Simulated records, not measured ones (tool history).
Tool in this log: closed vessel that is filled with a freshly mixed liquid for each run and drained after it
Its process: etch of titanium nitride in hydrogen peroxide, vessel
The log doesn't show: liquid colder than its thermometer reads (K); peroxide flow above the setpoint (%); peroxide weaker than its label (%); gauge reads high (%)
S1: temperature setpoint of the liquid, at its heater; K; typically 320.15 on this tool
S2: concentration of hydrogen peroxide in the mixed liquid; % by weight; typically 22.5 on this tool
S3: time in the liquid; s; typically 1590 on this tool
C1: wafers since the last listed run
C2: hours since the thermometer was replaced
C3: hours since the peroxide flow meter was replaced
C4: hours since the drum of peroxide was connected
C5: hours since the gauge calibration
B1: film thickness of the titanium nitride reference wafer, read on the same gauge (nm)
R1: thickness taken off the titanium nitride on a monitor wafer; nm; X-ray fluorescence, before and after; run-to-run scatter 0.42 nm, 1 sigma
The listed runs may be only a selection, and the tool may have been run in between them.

run 1 hour=0 | S1=320.15 S2=22.5 S3=1995 | C1=0 C2=2012.7 C3=655.4 C4=691.3 C5=499.8 | B1=130 | R1=44.63
run 2 hour=14 | S1=313.15 S2=22.5 S3=1590 | C1=620 C2=2026.7 C3=669.4 C4=705.3 C5=513.8 | B1=129.98 | R1=21.19
run 3 hour=35.9 | S1=313.15 S2=22.5 S3=1590 | C1=971 C2=2048.6 C3=691.3 C4=727.2 C5=535.7 | B1=130 | R1=21.32
run 4 hour=61.5 | S1=313.15 S2=22.5 S3=1590 | C1=1135 C2=2074.2 C3=716.9 C4=752.8 C5=561.3 | B1=130.03 | R1=21.26
run 5 hour=75.8 | S1=313.65 S2=22.5 S3=1850 | C1=634 C2=2088.5 C3=731.2 C4=767.1 C5=575.6 | B1=130 | R1=25.69
run 6 hour=126.7 | S1=313.65 S2=22.5 S3=1850 | C1=2257 C2=2139.4 C3=782.1 C4=818 C5=626.5 | B1=130.01 | R1=25.12
run 7 hour=146.8 | S1=313.65 S2=22.5 S3=1850 | C1=891 C2=2159.5 C3=802.2 C4=838.1 C5=646.6 | B1=130.01 | R1=25.33
run 8 hour=159.3 | S1=320.15 S2=17.5 S3=1145 | C1=554 C2=2172 C3=814.7 C4=850.6 C5=659.1 | B1=130.04 | R1=24.44
run 9 hour=174.1 | S1=320.15 S2=22.5 S3=1590 | C1=656 C2=2186.8 C3=829.5 C4=865.4 C5=673.9 | B1=130.02 | R1=35.82
run 10 hour=193.3 | S1=320.15 S2=22.5 S3=1590 | C1=851 C2=2206 C3=848.7 C4=884.6 C5=693.1 | B1=130 | R1=35.38
run 11 hour=208.3 | S1=320.15 S2=22.5 S3=1590 | C1=665 C2=2221 C3=863.7 C4=899.6 C5=708.1 | B1=129.99 | R1=35.67
run 12 hour=242.5 | S1=320.15 S2=22.5 S3=1590 | C1=1516 C2=2255.2 C3=897.9 C4=933.8 C5=742.3 | B1=130.01 | R1=34.82
run 13 hour=278 | S1=320.15 S2=22.5 S3=1590 | C1=1574 C2=2290.7 C3=933.4 C4=969.3 C5=777.8 | B1=129.99 | R1=35.45
-- hour=299.2 gauge calibrated
run 14 hour=310.2 | S1=329.15 S2=26.5 S3=1590 | C1=1427 C2=2322.9 C3=965.6 C4=1001.5 C5=11 | B1=130.03 | R1=70.97
run 15 hour=335.8 | S1=320.15 S2=22.5 S3=1995 | C1=1135 C2=2348.5 C3=991.2 C4=1027.1 C5=36.6 | B1=130.02 | R1=44.01
run 16 hour=350.7 | S1=313.65 S2=22.5 S3=1590 | C1=660 C2=2363.4 C3=1006.1 C4=1042 C5=51.5 | B1=130 | R1=21.25
run 17 hour=385.9 | S1=320.15 S2=22.5 S3=1325 | C1=1560 C2=2398.6 C3=1041.3 C4=1077.2 C5=86.7 | B1=130.02 | R1=29.43
-- hour=396.1 new drum of peroxide connected
run 18 hour=439.5 | S1=320.15 S2=17.5 S3=1340 | C1=2332 C2=2452.2 C3=1094.9 C4=43.4 C5=140.3 | B1=130.04 | R1=28.12
-- hour=466 thermometer replaced
-- hour=468.1 peroxide flow meter replaced
run 19 hour=470.5 | S1=323.65 S2=24.5 S3=1590 | C1=1285 C2=4.5 C3=2.4 C4=74.4 C5=171.3 | B1=130.01 | R1=54.17
run 20 hour=493.4 | S1=322.65 S2=22.5 S3=1590 | C1=1015 C2=27.4 C3=25.3 C4=97.3 C5=194.2 | B1=130 | R1=49.61
run 21 hour=515.4 | S1=320.15 S2=22.5 S3=1590 | C1=975 C2=49.4 C3=47.3 C4=119.3 C5=216.2 | B1=130.02 | R1=41.53
run 22 hour=548.5 | S1=320.15 S2=17.5 S3=1590 | C1=1467 C2=82.5 C3=80.4 C4=152.4 C5=249.3 | B1=130 | R1=38.64
run 23 hour=584 | S1=320.15 S2=22.5 S3=1590 | C1=1574 C2=118 C3=115.9 C4=187.9 C5=284.8 | B1=130 | R1=40.62
run 24 hour=618.1 | S1=320.15 S2=19.5 S3=890 | C1=1512 C2=152.1 C3=150 C4=222 C5=318.9 | B1=130.02 | R1=22.24
run 25 hour=638.6 | S1=310.65 S2=22.5 S3=2340 | C1=909 C2=172.6 C3=170.5 C4=242.5 C5=339.4 | B1=130.04 | R1=29.19
run 26 hour=693.8 | S1=320.15 S2=16.5 S3=1590 | C1=2447 C2=227.8 C3=225.7 C4=297.7 C5=394.6 | B1=130.01 | R1=38.13
run 27 hour=723.6 | S1=320.15 S2=22.5 S3=1590 | C1=1321 C2=257.6 C3=255.5 C4=327.5 C5=424.4 | B1=130.01 | R1=41.23

Run 28, settings as shown, results not yet in. Your forecast:
run 28 hour=755.5 | S1=311.15 S2=19.5 S3=2385 | C1=1414 C2=289.5 C3=287.4 C4=359.4 C5=456.3 | B1=? | R1=?

B1: 130.04
R1: 29.9 nm
Had the tool carried no hidden state, the very same run would have given R1 31.29 nm.
